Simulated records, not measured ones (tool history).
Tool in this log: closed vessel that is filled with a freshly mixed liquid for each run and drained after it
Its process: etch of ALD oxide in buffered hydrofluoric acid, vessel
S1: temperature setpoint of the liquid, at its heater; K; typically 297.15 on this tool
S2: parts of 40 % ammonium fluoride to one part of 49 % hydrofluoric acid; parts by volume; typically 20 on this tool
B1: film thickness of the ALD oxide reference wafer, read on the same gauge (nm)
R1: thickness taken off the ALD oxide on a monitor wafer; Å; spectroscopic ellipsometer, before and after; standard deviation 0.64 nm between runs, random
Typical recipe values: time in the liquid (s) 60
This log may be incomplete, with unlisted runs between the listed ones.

Run 1, hour 0: usual settings; B1 49.98. Result: R1 759.6 Å.
Run 2, hour 12.7: usual settings; B1 50. Result: R1 764.7 Å.
Run 3, hour 34.7: usual settings but S1 293.65 K; B1 50.01. Result: R1 624.4 Å.
Run 4, hour 47.6: usual settings; B1 50.01. Result: R1 759.1 Å.
Run 5, hour 77.5: usual settings; B1 50. Result: R1 755.1 Å.
Run 6, hour 102.1: usual settings; B1 50.03. Result: R1 762.9 Å.
Run 7, hour 125.8: usual settings; B1 49.96. Result: R1 754.7 Å.
Run 8, hour 138.1: usual settings; B1 50.02. Result: R1 758.5 Å.
Run 9, hour 168: usual settings but time in the liquid (s) 35; B1 50.01. Result: R1 447.6 Å.
Run 10, hour 202: usual settings; B1 49.99. Result: R1 758.1 Å.
Run 11, hour 225.4: usual settings but S2 18 parts by volume; B1 49.98. Result: R1 828.9 Å.
Run 12, hour 255.8: usual settings but S2 18 parts by volume; B1 50. Result: R1 833.4 Å.
Run 13, hour 269.6: usual settings but S2 18 parts by volume; B1 49.99. Result: R1 829.8 Å.
Run 14, hour 305.3: usual settings but S1 299.65 K; B1 49.99. Result: R1 858.8 Å.
Run 15, hour 322: usual settings but S1 299.65 K; B1 49.99. Result: R1 858.2 Å.
Run 16, hour 346.9: usual settings but S1 299.65 K; B1 50.03. Result: R1 854.5 Å.
Run 17, hour 378.2: usual settings but S2 25.5 parts by volume; B1 49.98. Result: R1 635.5 Å.
At hour 379.9: thermometer replaced.
Run 18, hour 411.3: usual settings; B1 49.96. Result: R1 868.7 Å.
At hour 414.5: hydrofluoric acid flow meter replaced.
Run 19, hour 436.3: usual settings but S2 27.5 parts by volume, time in the liquid (s) 80; B1 49.97. Result: R1 918.5 Å.
Run 20, hour 455.5: usual settings but time in the liquid (s) 85; B1 50.03. Result: R1 1208.1 Å.
Run 21, hour 473.2: usual settings but S2 12.5 parts by volume, time in the liquid (s) 75; B1 50.04. Result: R1 1709.8 Å.
Run 22, hour 492.5: usual settings but S1 294.65 K, S2 27 parts by volume, time in the liquid (s) 30; B1 49.99. Result: R1 298.5 Å.
At hour 501.3: gauge calibrated.
Run 23, hour 505.8: usual settings but S1 301.65 K, S2 22.5 parts by volume; B1 49.98. Result: R1 998.1 Å.
Run 24, hour 525.1: usual settings but S1 301.15 K, S2 12.5 parts by volume, time in the liquid (s) 85; B1 50.04. Result: R1 2356.8 Å.
Run 25, hour 553: usual settings but S1 295.15 K, S2 16 parts by volume; B1 50.01. Result: R1 953.6 Å.
Run 26, hour 586.3: usual settings but S1 298.65 K; B1 50.02. Result: R1 926.2 Å.
Run 27, hour 608.7: usual settings but S2 16.5 parts by volume, time in the liquid (s) 75; B1 50. Result: R1 1285.8 Å.
Run 28, hour 642.5: usual settings but time in the liquid (s) 50; B1 49.97. Result: R1 702 Å.
Run 29, hour 673.8: usual settings but S1 300.65 K, S2 13.5 parts by volume, time in the liquid (s) 35; B1 49.96. Result: R1 868.1 Å.
Run 30, hour 698.1: usual settings but S2 12.5 parts by volume, time in the liquid (s) 75; B1 49.99. Result: R1 1664 Å.
Run 31, hour 730.9: usual settings but time in the liquid (s) 45; B1 49.98. Result: R1 634.6 Å.
Run 32, hour 813.6: usual settings but S1 295.65 K, S2 12 parts by volume, time in the liquid (s) 80; B1 50. Result: R1 1682.6 Å.
Run 33, hour 827.8: usual settings but S1 295.15 K; B1 49.99. Result: R1 746.6 Å.
Run 34, hour 853.2: usual settings but S1 294.65 K, S2 25.5 parts by volume, time in the liquid (s) 45; B1 49.99. Result: R1 458.8 Å.
Run 35, hour 887.4: usual settings; B1 49.99. Result: R1 835.7 Å.

Run-by-run hidden state of the tool:
hydrofluoric acid flow above the setpoint (%): 0, the same for each run
gauge reads high (%): 0, the same for each run
H1: liquid colder than its thermometer reads (K)
run      H1
  1    2.08
  2    2.09
  3    2.11
  4    2.13
  5    2.15
  6    2.18
  7     2.2
  8    2.21
  9    2.24
 10    2.27
 11    2.29
 12    2.32
 13    2.33
 14    2.36
 15    2.38
 16     2.4
 17    2.43
 18  0.0449
 19  0.0676
 20  0.0852
 21   0.101
 22   0.119
 23   0.131
 24   0.149
 25   0.174
 26   0.204
 27   0.225
 28   0.256
 29   0.284
 30   0.306
 31   0.336
 32   0.412
 33   0.425
 34   0.448
 35   0.479
